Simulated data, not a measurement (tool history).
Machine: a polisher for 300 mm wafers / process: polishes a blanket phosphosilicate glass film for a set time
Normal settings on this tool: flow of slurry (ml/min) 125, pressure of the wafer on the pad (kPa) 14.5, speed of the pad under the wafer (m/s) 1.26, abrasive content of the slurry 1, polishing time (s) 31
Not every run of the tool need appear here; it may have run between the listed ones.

run   hour  flow of slurry (ml/min)  pressure of the wafer on the pad (kPa)  speed of the pad under the wafer (m/s)  abrasive content of the slurry  polishing time (s)  wafers since the last listed run  wafers polished on this pad  hours since the slurry nozzle was cleaned  hours since the head pressure was calibrated  hours since the slurry blender was calibrated  hours since the conditioning disc was replaced  incoming thickness of the incoming film, nm  film removed (nm)
  1      0                      125                                    14.5                                    1.26                               1                  31                                 0                          254                                      508.3                                         355.7                                          354.8                                           288.7                                       4007.3              226.9
  2   21.3                      125                                    14.5                                    1.26                               1                  31                               254                          509                                      529.6                                           377                                          376.1                                             310                                       3968.9              230.8
  3   52.6                      125                                    14.5                                    1.26                               1                  31                               374                          884                                      560.9                                         408.3                                          407.4                                           341.3                                       4079.3              230.7
      60.7  -- worn pad replaced by a new one
  4   82.4                      135                                    14.5                                    1.26                               1                  34                               308                          260                                      590.7                                         438.1                                          437.2                                           371.1                                       4044.2              257.2
  5  103.8                      135                                    14.5                                    1.26                               1                  34                               256                          516                                      612.1                                         459.5                                          458.6                                           392.5                                       4024.3              253.7
  6  122.7                      135                                    14.5                                    1.26                               1                  34                               226                          742                                        631                                         478.4                                          477.5                                           411.4                                       4043.1              244.7
       147  -- worn pad replaced by a new one, of another model than before
  7  147.5                      125                                    17.2                                    1.26                               1                  36                               248                            6                                      655.8                                         503.2                                          502.3                                           436.2                                         4044                295
  8  171.4                      110                                    14.5                                    1.42                               1                  31                               286                          292                                      679.7                                         527.1                                          526.2                                           460.1                                       4012.4              245.4
     185.6  -- slurry blender recalibrated
  9  195.2                      125                                    15.9                                     1.6                               1                  31                               260                          553                                      703.5                                         550.9                                            9.6                                           483.9                                       4025.6              281.1
 10  229.8                      125                                    14.5                                     1.6                             1.2                  31                               414                          967                                      738.1                                         585.5                                           44.2                                           518.5                                       4051.4              294.8
     238.3  -- worn pad replaced by a new one
     262.1  -- slurry nozzle cleaned
     296.1  -- head pressure recalibrated
     304.8  -- conditioning disc replaced and pad reconditioned
 11    312                      125                                    14.5                                    1.26                               1                  27                               876                          821                                       49.9                                          15.9                                          126.4                                             7.2                                       4075.2              200.7
       328  -- worn pad replaced by a new one
 12  343.7                      125                                    17.2                                    1.26                               1                  36                               331                          188                                       81.6                                          47.6                                          158.1                                            38.9                                       4101.5              305.8
 13  376.7                      125                                    12.4                                    1.26                               1                  31                               395                          583                                      114.6                                          80.6                                          191.1                                            71.9                                       4069.1              212.9
 14  403.6                      125                                    14.5                                    1.26                               1                  31                               321                          905                                      141.5                                         107.5                                            218                                            98.8                                       4021.9              233.7
     427.3  -- worn pad replaced by a new one
 15  427.8                      125                                    14.5                                    1.66                               1                  31                               241                            5                                      165.7                                         131.7                                          242.2                                             123                                       4014.9              300.1
 16  445.9                      100                                    14.5                                    1.26                             0.7                  31                               216                          222                                      183.8                                         149.8                                          260.3                                           141.1                                       3958.2              191.1

Alternative continuations, all from the tool just after run 16; predict every row:
  A  446.3                      125                                    14.5                                    1.26                               1                  31                                 4                          227                                      184.2                                         150.2                                          260.7                                           141.5                                       3962.3                  ?
  B  446.3                      125                                    10.3                                       1                               1                  31                                 4                          227                                      184.2                                         150.2                                          260.7                                           141.5                                       3962.3                  ?
  C  446.3                      125                                    14.5                                    0.88                               1                  34                                 4                          227                                      184.2                                         150.2                                          260.7                                           141.5                                       3962.3                  ?
  D  446.3                       95                                    14.5                                    1.26                               1                  31                                 4                          227                                      184.2                                         150.2                                          260.7                                           141.5                                       3962.3                  ?

run  film removed (nm)
  A              231.5
  B                149
  C              177.4
  D              224.4
With the hidden condition removed and each run's random variation left untouched, the same runs would have given:
run  film removed (nm)
  A              235.6
  B              150.7
  C              179.6
  D              228.4
